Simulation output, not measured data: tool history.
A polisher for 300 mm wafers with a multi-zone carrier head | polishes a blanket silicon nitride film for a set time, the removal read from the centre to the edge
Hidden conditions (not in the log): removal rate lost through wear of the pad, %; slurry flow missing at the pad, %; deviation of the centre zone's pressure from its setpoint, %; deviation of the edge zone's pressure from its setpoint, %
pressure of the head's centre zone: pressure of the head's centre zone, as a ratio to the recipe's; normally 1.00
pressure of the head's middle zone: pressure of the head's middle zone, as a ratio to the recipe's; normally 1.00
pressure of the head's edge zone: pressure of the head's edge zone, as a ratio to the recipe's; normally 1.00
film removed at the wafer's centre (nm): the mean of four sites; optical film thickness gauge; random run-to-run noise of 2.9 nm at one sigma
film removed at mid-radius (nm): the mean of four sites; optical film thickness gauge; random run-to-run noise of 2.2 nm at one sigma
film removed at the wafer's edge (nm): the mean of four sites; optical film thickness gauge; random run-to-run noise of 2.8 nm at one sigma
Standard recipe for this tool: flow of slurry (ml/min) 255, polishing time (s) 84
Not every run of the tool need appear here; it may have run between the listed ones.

| run | hour | flow of slurry (ml/min) | pressure of the head's centre zone | pressure of the head's middle zone | pressure of the head's edge zone | polishing time (s) | wafers since the last listed run | wafers polished on this pad | hours since the slurry nozzle was cleaned | hours since the centre zone pressure was calibrated | hours since the edge zone pressure was calibrated | hours since the carrier head's membrane was replaced | incoming thickness of the incoming film, nm | film removed at the wafer's centre (nm) | film removed at mid-radius (nm) | film removed at the wafer's edge (nm) |
|---|---|---|---|---|---|---|---|---|---|---|---|---|---|---|---|---|
| 1 | 0.0 | 255 | 1.03 | 0.90 | 1.03 | 84 | 0 | 1148 | 33.9 | 1168.9 | 138.9 | 1653.0 | 749.8 | 169.3 | 172.5 | 189.7 |
| 2 | 12.4 | 290 | 1.00 | 1.00 | 1.00 | 84 | 146 | 1294 | 46.3 | 1181.3 | 151.3 | 1665.4 | 773.4 | 169.6 | 189.4 | 190.4 |
| 3 | 28.0 | 255 | 0.88 | 0.90 | 1.00 | 59 | 184 | 1479 | 61.9 | 1196.9 | 166.9 | 1681.0 | 765.6 | 97.5 | 121.5 | 130.2 |
|  | 41.7 | carrier head's membrane replaced by a new one |
| 4 | 46.1 | 255 | 1.00 | 1.00 | 1.00 | 84 | 154 | 1634 | 80.0 | 1215.0 | 185.0 | 4.4 | 754.1 | 161.4 | 186.2 | 185.1 |
| 5 | 72.5 | 215 | 1.10 | 1.00 | 1.00 | 93 | 312 | 1946 | 106.4 | 1241.4 | 211.4 | 30.8 | 750.8 | 191.0 | 198.6 | 200.6 |
|  | 91.4 | worn pad replaced by a new one |
| 6 | 95.8 | 175 | 1.00 | 1.00 | 1.00 | 109 | 228 | 52 | 129.7 | 1264.7 | 234.7 | 54.1 | 768.9 | 227.2 | 258.8 | 260.2 |
| 7 | 115.3 | 310 | 1.00 | 1.00 | 1.00 | 84 | 230 | 283 | 149.2 | 1284.2 | 254.2 | 73.6 | 744.9 | 177.9 | 201.9 | 205.0 |
| 8 | 131.6 | 255 | 1.00 | 1.05 | 1.00 | 102 | 192 | 475 | 165.5 | 1300.5 | 270.5 | 89.9 | 773.8 | 207.9 | 247.3 | 239.1 |
| 9 | 161.4 | 255 | 1.00 | 1.05 | 1.00 | 102 | 352 | 828 | 195.3 | 1330.3 | 300.3 | 119.7 | 762.1 | 204.0 | 238.8 | 235.0 |
| 10 | 190.2 | 190 | 1.00 | 0.95 | 1.07 | 74 | 340 | 1168 | 224.1 | 1359.1 | 329.1 | 148.5 | 755.4 | 140.4 | 157.4 | 168.3 |
| 11 | 210.6 | 175 | 0.92 | 1.00 | 1.00 | 84 | 241 | 1409 | 244.5 | 1379.5 | 349.5 | 168.9 | 761.2 | 145.2 | 181.9 | 182.3 |
| 12 | 224.0 | 290 | 1.09 | 1.00 | 0.88 | 84 | 158 | 1568 | 257.9 | 1392.9 | 362.9 | 182.3 | 768.7 | 180.1 | 185.2 | 180.7 |
|  | 311.4 | worn pad replaced by a new one |
|  | 320.5 | centre zone pressure recalibrated |
| 13 | 321.1 | 255 | 1.00 | 1.00 | 1.00 | 84 | 1077 | 91 | 355.0 | 0.6 | 460.0 | 279.4 | 773.8 | 201.2 | 202.0 | 202.4 |
| 14 | 340.6 | 255 | 1.00 | 1.00 | 1.00 | 84 | 230 | 322 | 374.5 | 20.1 | 479.5 | 298.9 | 752.8 | 192.2 | 195.7 | 199.4 |
| 15 | 374.5 | 255 | 1.00 | 1.00 | 1.00 | 84 | 400 | 722 | 408.4 | 54.0 | 513.4 | 332.8 | 759.4 | 186.7 | 189.9 | 193.0 |
| 16 | 391.5 | 280 | 0.88 | 1.00 | 1.00 | 84 | 201 | 923 | 425.4 | 71.0 | 530.4 | 349.8 | 754.4 | 165.3 | 187.5 | 187.4 |
| 17 | 427.3 | 255 | 1.00 | 1.00 | 1.00 | 84 | 423 | 1347 | 461.2 | 106.8 | 566.2 | 385.6 | 751.4 | 178.9 | 185.9 | 187.0 |
| 18 | 447.8 | 175 | 0.94 | 0.91 | 1.10 | 84 | 242 | 1589 | 481.7 | 127.3 | 586.7 | 406.1 | 766.5 | 160.8 | 166.0 | 181.7 |
| 19 | 464.9 | 200 | 0.88 | 0.96 | 1.00 | 84 | 202 | 1791 | 498.8 | 144.4 | 603.8 | 423.2 | 759.1 | 152.2 | 173.1 | 181.6 |
| 20 | 491.8 | 210 | 1.00 | 1.00 | 1.00 | 62 | 318 | 2109 | 525.7 | 171.3 | 630.7 | 450.1 | 758.4 | 125.0 | 129.4 | 130.9 |
| 21 | 506.1 | 255 | 0.94 | 1.00 | 1.00 | 107 | 169 | 2278 | 540.0 | 185.6 | 645.0 | 464.4 | 752.6 | 204.9 | 231.2 | 228.9 |
| 22 | 528.3 | 255 | 0.93 | 1.00 | 1.00 | 84 | 262 | 2541 | 562.2 | 207.8 | 667.2 | 486.6 | 765.8 | 161.8 | 181.0 | 176.1 |
|  | 534.7 | worn pad replaced by a new one |
| 23 | 574.5 | 255 | 1.00 | 1.07 | 1.00 | 84 | 498 | 470 | 608.4 | 254.0 | 713.4 | 532.8 | 766.1 | 181.6 | 204.2 | 194.5 |

Pick out some run-to-run changes in film removed at the wafer's centre (nm). Of each, how much would a tool without hidden state show as well, from the settings, what came in and chance, and how much is left for the hidden state and any gauge scatter not in both results compared?
Run 2 -> 3: flow of slurry (ml/min) 290 -> 255, pressure of the head's centre zone 1.00 -> 0.88, pressure of the head's middle zone 1.00 -> 0.90, polishing time (s) 84 -> 59. film removed at the wafer's centre (nm) -72.1: hidden state +19.3, all else -91.4.
Run 5 -> 6: flow of slurry (ml/min) 215 -> 175, pressure of the head's centre zone 1.10 -> 1.00, polishing time (s) 93 -> 109, worn pad replaced by a new one. film removed at the wafer's centre (nm) +36.2: hidden state +22.0, all else +14.2.
Run 12 -> 13: flow of slurry (ml/min) 290 -> 255, pressure of the head's centre zone 1.09 -> 1.00, pressure of the head's edge zone 0.88 -> 1.00, worn pad replaced by a new one, centre zone pressure recalibrated. film removed at the wafer's centre (nm) +21.1: hidden state +44.3, all else -23.2.
Run 20 -> 21: flow of slurry (ml/min) 210 -> 255, pressure of the head's centre zone 1.00 -> 0.94, polishing time (s) 62 -> 107. film removed at the wafer's centre (nm) +79.9: hidden state -17.6, all else +97.5.

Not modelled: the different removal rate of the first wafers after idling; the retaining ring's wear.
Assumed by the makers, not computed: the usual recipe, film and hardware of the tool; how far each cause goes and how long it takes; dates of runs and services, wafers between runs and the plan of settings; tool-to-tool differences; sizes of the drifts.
